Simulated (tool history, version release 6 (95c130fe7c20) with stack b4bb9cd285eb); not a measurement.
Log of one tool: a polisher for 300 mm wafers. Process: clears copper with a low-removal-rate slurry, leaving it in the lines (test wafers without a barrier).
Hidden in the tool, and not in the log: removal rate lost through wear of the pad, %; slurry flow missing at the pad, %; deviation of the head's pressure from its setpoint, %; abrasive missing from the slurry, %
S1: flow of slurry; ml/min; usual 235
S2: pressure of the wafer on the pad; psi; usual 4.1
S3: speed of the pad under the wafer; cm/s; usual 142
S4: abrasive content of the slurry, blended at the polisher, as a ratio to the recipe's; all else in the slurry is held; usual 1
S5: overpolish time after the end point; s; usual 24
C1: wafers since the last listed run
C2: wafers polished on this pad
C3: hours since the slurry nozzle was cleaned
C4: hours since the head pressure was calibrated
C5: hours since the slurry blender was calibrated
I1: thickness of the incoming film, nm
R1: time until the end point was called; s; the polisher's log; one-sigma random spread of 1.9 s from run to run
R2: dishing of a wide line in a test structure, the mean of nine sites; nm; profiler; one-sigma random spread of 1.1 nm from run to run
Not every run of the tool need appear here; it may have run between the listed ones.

run,hour,S1,S2,S3,S4,S5,C1,C2,C3,C4,C5,I1,R1,R2
1,0,235,4.1,142,1,24,0,1060,180.4,291.1,294.3,680,117.6,83
2,47.2,235,4.1,142,1,24,341,1401,227.6,338.3,341.5,677,115.3,81.9
# hour 101.5: head pressure recalibrated
3,104.3,235,4.1,142,1,24,398,1799,284.7,2.8,398.6,666.7,122.3,81.2
# hour 143.3: slurry blender recalibrated
4,170.2,235,4.1,142,1,24,461,2261,350.6,68.7,26.9,680.3,116.1,85.4
# hour 193.3: slurry nozzle cleaned
# hour 228.4: worn pad replaced by a new one
5,327.3,235,4.1,142,1,24,1099,714,134,225.8,184,670.1,111.9,83.8
6,357.4,235,4.1,142,1,24,217,932,164.1,255.9,214.1,666.6,116.6,82.3
7,396.4,235,4.1,142,1,24,281,1214,203.1,294.9,253.1,661.6,113.9,80.4
# hour 497.3: slurry blender recalibrated
8,498,235,4.1,142,1,24,719,1933,304.7,396.5,0.7,660.3,111.4,83.7
# hour 531: head pressure recalibrated
9,545.7,235,4.1,142,1,24,330,2264,352.4,14.7,48.4,669.7,115.9,81.9
# hour 575.3: slurry nozzle cleaned
10,580.6,235,4.1,142,1,24,244,2509,5.3,49.6,83.3,669.8,107.1,85.8
# hour 622.9: worn pad replaced by a new one
11,644.7,235,4.5,142,1,28,434,157,69.4,113.7,147.4,683.1,106.9,96.7
12,680.2,235,3.6,182,0.85,24,256,413,104.9,149.2,182.9,669.1,96.2,88.8
13,715.5,235,4.1,142,1,24,255,668,140.2,184.5,218.2,674.3,112.5,83.2
14,762.4,235,4.1,110,1,36,338,1007,187.1,231.4,265.1,678,151.9,90.4
15,822.8,235,4.1,142,1,24,436,1444,247.5,291.8,325.5,658.6,116.6,80.1
16,848.1,165,4.1,142,1,24,182,1627,272.8,317.1,350.8,664.6,127.6,78.8
17,920,235,5.1,180,0.85,34,519,2146,344.7,389,422.7,676.9,87,117.6
# hour 942.6: slurry blender recalibrated
# hour 966.9: slurry nozzle cleaned
# hour 971.7: head pressure recalibrated
18,977.3,200,4.1,174,1,24,377,2524,10.4,5.6,34.7,661.4,89.8,96.3
19,1019.8,235,4.1,92,1.2,24,307,2831,52.9,48.1,77.2,663.1,156.2,68
# hour 1037.2: worn pad replaced by a new one
20,1087.7,235,3.1,142,1.15,24,461,365,120.8,116,145.1,679.5,132.1,73.9

Run 21 comes next. What will it give?
21,1154.4,235,4.1,162,1.3,24,481,847,187.5,182.7,211.8,664.5,?,?

{"run 21": {"R1": 92.5, "R2": 93.7}}
With the hidden condition absent and the run-to-run variation left alone, this run would have shown R1 85.7 s, R2 97.6 nm.
